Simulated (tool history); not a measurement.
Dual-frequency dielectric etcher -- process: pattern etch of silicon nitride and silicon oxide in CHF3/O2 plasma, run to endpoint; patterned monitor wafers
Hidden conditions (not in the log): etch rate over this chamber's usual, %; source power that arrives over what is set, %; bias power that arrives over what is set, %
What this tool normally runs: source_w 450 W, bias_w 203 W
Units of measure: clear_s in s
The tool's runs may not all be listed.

run,hour,source_w,bias_w,wafers since the last listed run,hours since the last wet clean,hours since the last source power generator calibration,hours since the last bias power generator calibration,hours since the last upper electrode change,"incoming incoming film thickness, nm",clear_s
1,0,450,203,0,148.4,3934.6,2224.3,2557.7,292.2,201.1
2,83.6,450,203,362,232,4018.2,2307.9,2641.3,296.4,206.7
3,171.9,450,203,382,320.3,4106.5,2396.2,2729.6,294.9,207.5
4,258,450,203,373,406.4,4192.6,2482.3,2815.7,295.8,209
5,337.7,450,203,345,486.1,4272.3,2562,2895.4,296,210.5
# hour 532.7: wet clean of the chamber
6,564.1,480,203,876,31.4,4498.7,2788.4,3121.8,293.7,197.6
# hour 615.4: bias power generator calibrated
7,770.2,470,203,875,237.5,4704.8,154.8,3327.9,295,204.1
8,835.3,450,188,282,302.6,4769.9,219.9,3393,297,213.5
# hour 922.6: source power generator calibrated
9,928.4,450,188,385,395.7,5.8,313,3486.1,297.7,215.8
10,983.9,450,188,240,451.2,61.3,368.5,3541.6,295.8,213.8
11,1054.7,410,203,306,522,132.1,439.3,3612.4,292.2,217
# hour 1099.5: upper electrode replaced
# hour 1146.2: wet clean of the chamber
12,1146.7,450,203,190,0.5,224.1,531.3,47.2,294.4,203.4
13,1198,550,220,222,51.8,275.4,582.6,98.5,294,183.4
14,1285.8,540,236,380,139.6,363.2,670.4,186.3,295.9,183.9
15,1336,400,203,217,189.8,413.4,720.6,236.5,293.6,215.8
16,1420.3,360,203,365,274.1,497.7,804.9,320.8,296.8,229.6
17,1466.7,450,203,201,320.5,544.1,851.3,367.2,295.3,209.4
18,1515.8,500,254,212,369.6,593.2,900.4,416.3,295.9,190.2
19,1601.1,450,247,369,454.9,678.5,985.7,501.6,298.1,203
# hour 1669.8: wet clean of the chamber
20,1670.3,450,203,195,0.5,747.7,1054.9,570.8,297.1,204.8
21,1753,510,250,358,83.2,830.4,1137.6,653.5,296.2,186.5
22,1815.1,450,203,269,145.3,892.5,1199.7,715.6,293.7,204.7
23,1851.5,450,203,157,181.7,928.9,1236.1,752,296.4,208.6
24,1943.3,420,203,397,273.5,1020.7,1327.9,843.8,295.3,216
25,1990.7,340,187,205,320.9,1068.1,1375.3,891.2,296.7,238.1

Alternative continuations, all from the tool just after run 25; predict every row:
A,1991.2,450,227,2,321.4,1068.6,1375.8,891.7,294.7,?
B,1991.2,560,178,2,321.4,1068.6,1375.8,891.7,294.7,?
C,1991.2,540,203,2,321.4,1068.6,1375.8,891.7,294.7,?

run,clear_s
A,202.1
B,198.6
C,194.3
Had the tool no hidden state, the same runs would have come out as:
run,clear_s
A,196.5
B,193.1
C,188.9
